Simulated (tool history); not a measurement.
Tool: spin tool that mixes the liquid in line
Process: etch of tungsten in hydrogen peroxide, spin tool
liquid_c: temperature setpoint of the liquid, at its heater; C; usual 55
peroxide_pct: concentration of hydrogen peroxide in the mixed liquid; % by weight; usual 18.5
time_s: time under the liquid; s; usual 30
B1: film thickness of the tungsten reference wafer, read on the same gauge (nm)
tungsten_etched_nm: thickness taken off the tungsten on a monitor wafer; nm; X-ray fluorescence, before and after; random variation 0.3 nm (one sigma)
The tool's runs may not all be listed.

{"run": 1, "hour": 0.0, "liquid_c": 55, "peroxide_pct": 18.5, "time_s": 30, "B1": 139.99, "tungsten_etched_nm": 82.34}
{"hour": 1.9, "done": "heated supply line repaired"}
{"hour": 12.1, "done": "thermometer replaced"}
{"run": 2, "hour": 13.6, "liquid_c": 55, "peroxide_pct": 18.5, "time_s": 30, "B1": 139.97, "tungsten_etched_nm": 72.59}
{"run": 3, "hour": 29.4, "liquid_c": 55, "peroxide_pct": 18.5, "time_s": 30, "B1": 139.96, "tungsten_etched_nm": 72.66}
{"run": 4, "hour": 37.8, "liquid_c": 55, "peroxide_pct": 18.5, "time_s": 30, "B1": 139.97, "tungsten_etched_nm": 73.27}
{"run": 5, "hour": 48.3, "liquid_c": 55, "peroxide_pct": 18.5, "time_s": 30, "B1": 139.98, "tungsten_etched_nm": 73.24}
{"run": 6, "hour": 54.7, "liquid_c": 55, "peroxide_pct": 21.5, "time_s": 30, "B1": 140.02, "tungsten_etched_nm": 78.37}
{"run": 7, "hour": 67.1, "liquid_c": 45.5, "peroxide_pct": 14, "time_s": 15, "B1": 139.97, "tungsten_etched_nm": 17.82}
{"run": 8, "hour": 84.2, "liquid_c": 55, "peroxide_pct": 18.5, "time_s": 30, "B1": 139.97, "tungsten_etched_nm": 73.39}
{"run": 9, "hour": 100.5, "liquid_c": 55, "peroxide_pct": 18.5, "time_s": 30, "B1": 140.01, "tungsten_etched_nm": 73.06}
{"run": 10, "hour": 114.6, "liquid_c": 55, "peroxide_pct": 18.5, "time_s": 30, "B1": 139.97, "tungsten_etched_nm": 72.79}
{"run": 11, "hour": 130.1, "liquid_c": 49, "peroxide_pct": 16.5, "time_s": 15, "B1": 139.98, "tungsten_etched_nm": 24.09}
{"hour": 134.1, "done": "gauge calibrated"}
{"run": 12, "hour": 142.8, "liquid_c": 55, "peroxide_pct": 18.5, "time_s": 30, "B1": 140, "tungsten_etched_nm": 73.36}
{"run": 13, "hour": 153.1, "liquid_c": 47, "peroxide_pct": 21, "time_s": 30, "B1": 140.03, "tungsten_etched_nm": 48.03}
{"run": 14, "hour": 159.6, "liquid_c": 51.5, "peroxide_pct": 21, "time_s": 15, "B1": 140.01, "tungsten_etched_nm": 31.77}
{"run": 15, "hour": 166.8, "liquid_c": 55, "peroxide_pct": 18.5, "time_s": 30, "B1": 140.03, "tungsten_etched_nm": 73.35}
{"run": 16, "hour": 175.5, "liquid_c": 59, "peroxide_pct": 18.5, "time_s": 15, "B1": 140.02, "tungsten_etched_nm": 46.45}
{"run": 17, "hour": 210.1, "liquid_c": 57.5, "peroxide_pct": 18.5, "time_s": 40, "B1": 139.99, "tungsten_etched_nm": 113.5}
{"hour": 211.2, "done": "peroxide flow meter replaced"}
{"run": 18, "hour": 227.2, "liquid_c": 49.5, "peroxide_pct": 14.5, "time_s": 40, "B1": 139.99, "tungsten_etched_nm": 62.67}
{"run": 19, "hour": 243.2, "liquid_c": 60.5, "peroxide_pct": 16, "time_s": 30, "B1": 140.01, "tungsten_etched_nm": 94.68}
{"run": 20, "hour": 250.4, "liquid_c": 48.5, "peroxide_pct": 23.5, "time_s": 15, "B1": 139.99, "tungsten_etched_nm": 28.17}
{"run": 21, "hour": 264.2, "liquid_c": 55, "peroxide_pct": 18.5, "time_s": 30, "B1": 140.03, "tungsten_etched_nm": 73.42}
{"run": 22, "hour": 272.9, "liquid_c": 55, "peroxide_pct": 18.5, "time_s": 30, "B1": 139.99, "tungsten_etched_nm": 73.83}
{"run": 23, "hour": 287.0, "liquid_c": 52.5, "peroxide_pct": 23, "time_s": 50, "B1": 140, "tungsten_etched_nm": 118.66}
{"run": 24, "hour": 302.2, "liquid_c": 49.5, "peroxide_pct": 18.5, "time_s": 30, "B1": 140.02, "tungsten_etched_nm": 53.17}
{"run": 25, "hour": 314.0, "liquid_c": 55, "peroxide_pct": 15, "time_s": 20, "B1": 140.01, "tungsten_etched_nm": 44.37}
{"run": 26, "hour": 328.2, "liquid_c": 55, "peroxide_pct": 18.5, "time_s": 30, "B1": 140, "tungsten_etched_nm": 74.3}

4 ways to go on from here, each from the tool as it stands after run 26. What would each give?
{"run": "A", "hour": 328.6, "liquid_c": 55, "peroxide_pct": 18.5, "time_s": 30, "B1": "?", "tungsten_etched_nm": "?"}
{"run": "B", "hour": 328.6, "liquid_c": 55, "peroxide_pct": 23, "time_s": 30, "B1": "?", "tungsten_etched_nm": "?"}
{"run": "C", "hour": 328.6, "liquid_c": 55, "peroxide_pct": 16.5, "time_s": 15, "B1": "?", "tungsten_etched_nm": "?"}
{"run": "D", "hour": 328.6, "liquid_c": 55, "peroxide_pct": 21.5, "time_s": 15, "B1": "?", "tungsten_etched_nm": "?"}

run=A B1=140.01 tungsten_etched_nm=73.87
run=B B1=140.01 tungsten_etched_nm=82.36
run=C B1=140.01 tungsten_etched_nm=34.88
run=D B1=140.01 tungsten_etched_nm=39.82
Without the tool's hidden state the same runs would have given:
run=A tungsten_etched_nm=71.84
run=B tungsten_etched_nm=80.1
run=C tungsten_etched_nm=33.92
run=D tungsten_etched_nm=38.72
